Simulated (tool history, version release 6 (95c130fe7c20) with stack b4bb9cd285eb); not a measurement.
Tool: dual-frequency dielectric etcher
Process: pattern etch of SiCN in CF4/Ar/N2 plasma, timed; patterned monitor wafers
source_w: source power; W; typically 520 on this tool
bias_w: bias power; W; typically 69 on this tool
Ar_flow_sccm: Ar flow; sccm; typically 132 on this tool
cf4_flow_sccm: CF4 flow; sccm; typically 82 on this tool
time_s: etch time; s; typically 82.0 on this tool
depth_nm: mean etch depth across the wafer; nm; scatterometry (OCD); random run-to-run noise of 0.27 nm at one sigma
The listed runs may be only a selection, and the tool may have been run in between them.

| run | hour | source_w | bias_w | Ar_flow_sccm | cf4_flow_sccm | time_s | wafers since the last listed run | hours since the last wet clean | hours since the last source power generator calibration | hours since the last bias power generator calibration | hours since the last Ar flow controller change | hours since the last CF4 flow controller change | hours since the last upper electrode change | hours since the gauge calibration | read-back reference wafer on the same gauge, depth_nm | depth_nm |
|---|---|---|---|---|---|---|---|---|---|---|---|---|---|---|---|---|
| 1 | 0.0 | 520 | 69 | 121 | 82 | 82.0 | 0 | 361.6 | 3130.2 | 2557.7 | 4565.5 | 3021.3 | 2598.5 | 421.6 | 78.7 | 79.8 |
| 2 | 66.2 | 520 | 69 | 132 | 82 | 82.0 | 617 | 427.8 | 3196.4 | 2623.9 | 4631.7 | 3087.5 | 2664.7 | 487.8 | 78.8 | 78.7 |
| 3 | 124.6 | 520 | 69 | 132 | 82 | 82.0 | 544 | 486.2 | 3254.8 | 2682.3 | 4690.1 | 3145.9 | 2723.1 | 546.2 | 78.8 | 78.9 |
| 4 | 190.4 | 520 | 69 | 132 | 82 | 82.0 | 613 | 552.0 | 3320.6 | 2748.1 | 4755.9 | 3211.7 | 2788.9 | 612.0 | 78.8 | 78.2 |
|  | 228.0 | wet clean of the chamber |
| 5 | 228.5 | 520 | 69 | 132 | 82 | 82.0 | 131 | 0.5 | 3358.7 | 2786.2 | 4794.0 | 3249.8 | 2827.0 | 650.1 | 78.7 | 79.8 |
| 6 | 253.7 | 520 | 69 | 132 | 82 | 82.0 | 234 | 25.7 | 3383.9 | 2811.4 | 4819.2 | 3275.0 | 2852.2 | 675.3 | 78.9 | 79.7 |
| 7 | 312.2 | 570 | 69 | 132 | 82 | 82.0 | 545 | 84.2 | 3442.4 | 2869.9 | 4877.7 | 3333.5 | 2910.7 | 733.8 | 78.8 | 87.9 |
| 8 | 377.0 | 570 | 69 | 132 | 82 | 82.0 | 604 | 149.0 | 3507.2 | 2934.7 | 4942.5 | 3398.3 | 2975.5 | 798.6 | 78.9 | 88.0 |
|  | 384.6 | bias power generator calibrated |
|  | 474.6 | gauge calibrated |
| 9 | 535.5 | 520 | 69 | 132 | 82 | 82.0 | 1440 | 307.5 | 3665.7 | 150.9 | 5101.0 | 3556.8 | 3134.0 | 60.9 | 78.8 | 78.4 |
|  | 572.3 | Ar flow controller replaced |
| 10 | 583.2 | 520 | 63 | 132 | 100 | 82.0 | 388 | 355.2 | 3713.4 | 198.6 | 10.9 | 3604.5 | 3181.7 | 108.6 | 78.8 | 78.3 |
| 11 | 632.9 | 590 | 57 | 132 | 82 | 101.5 | 463 | 404.9 | 3763.1 | 248.3 | 60.6 | 3654.2 | 3231.4 | 158.3 | 78.7 | 103.5 |
| 12 | 676.8 | 570 | 69 | 132 | 82 | 82.0 | 409 | 448.8 | 3807.0 | 292.2 | 104.5 | 3698.1 | 3275.3 | 202.2 | 78.8 | 86.3 |
|  | 684.1 | CF4 flow controller replaced |
| 13 | 745.8 | 520 | 61 | 160 | 82 | 97.0 | 587 | 517.8 | 3876.0 | 361.2 | 173.5 | 61.7 | 3344.3 | 271.2 | 78.8 | 85.6 |
|  | 797.8 | wet clean of the chamber |
|  | 810.9 | source power generator calibrated |
|  | 817.0 | upper electrode replaced |
| 14 | 817.5 | 520 | 85 | 132 | 68 | 82.0 | 351 | 19.7 | 6.6 | 432.9 | 245.2 | 133.4 | 0.5 | 342.9 | 78.7 | 87.5 |
| 15 | 856.2 | 520 | 69 | 132 | 99 | 62.0 | 360 | 58.4 | 45.3 | 471.6 | 283.9 | 172.1 | 39.2 | 381.6 | 78.8 | 63.9 |
| 16 | 908.0 | 520 | 69 | 132 | 92 | 65.5 | 482 | 110.2 | 97.1 | 523.4 | 335.7 | 223.9 | 91.0 | 433.4 | 78.7 | 66.6 |
| 17 | 938.2 | 630 | 79 | 132 | 87 | 74.5 | 281 | 140.4 | 127.3 | 553.6 | 365.9 | 254.1 | 121.2 | 463.6 | 78.9 | 96.4 |
| 18 | 972.7 | 520 | 69 | 132 | 82 | 82.0 | 321 | 174.9 | 161.8 | 588.1 | 400.4 | 288.6 | 155.7 | 498.1 | 78.8 | 82.2 |
| 19 | 1042.6 | 520 | 69 | 132 | 82 | 82.0 | 651 | 244.8 | 231.7 | 658.0 | 470.3 | 358.5 | 225.6 | 568.0 | 78.8 | 80.8 |
| 20 | 1104.7 | 520 | 76 | 147 | 82 | 82.0 | 578 | 306.9 | 293.8 | 720.1 | 532.4 | 420.6 | 287.7 | 630.1 | 78.8 | 83.8 |

What if the next run were any one of these 5? Each begins from the tool's condition after run 20:
| A | 1105.1 | 520 | 69 | 132 | 76 | 82.0 | 3 | 307.3 | 294.2 | 720.5 | 532.8 | 421.0 | 288.1 | 630.5 | ? | ? |
| B | 1105.1 | 520 | 69 | 132 | 69 | 82.0 | 3 | 307.3 | 294.2 | 720.5 | 532.8 | 421.0 | 288.1 | 630.5 | ? | ? |
| C | 1105.1 | 590 | 69 | 153 | 89 | 88.5 | 3 | 307.3 | 294.2 | 720.5 | 532.8 | 421.0 | 288.1 | 630.5 | ? | ? |
| D | 1105.1 | 520 | 64 | 132 | 89 | 82.0 | 3 | 307.3 | 294.2 | 720.5 | 532.8 | 421.0 | 288.1 | 630.5 | ? | ? |
| E | 1105.1 | 620 | 69 | 132 | 82 | 67.5 | 3 | 307.3 | 294.2 | 720.5 | 532.8 | 421.0 | 288.1 | 630.5 | ? | ? |

| run | read-back reference wafer on the same gauge, depth_nm | depth_nm |
|---|---|---|
| A | 78.8 | 80.0 |
| B | 78.8 | 78.9 |
| C | 78.8 | 98.9 |
| D | 78.8 | 79.5 |
| E | 78.8 | 80.0 |
With no hidden state in the tool, these same runs would have given:
| run | depth_nm |
|---|---|
| A | 81.8 |
| B | 80.7 |
| C | 101.2 |
| D | 81.3 |
| E | 81.8 |
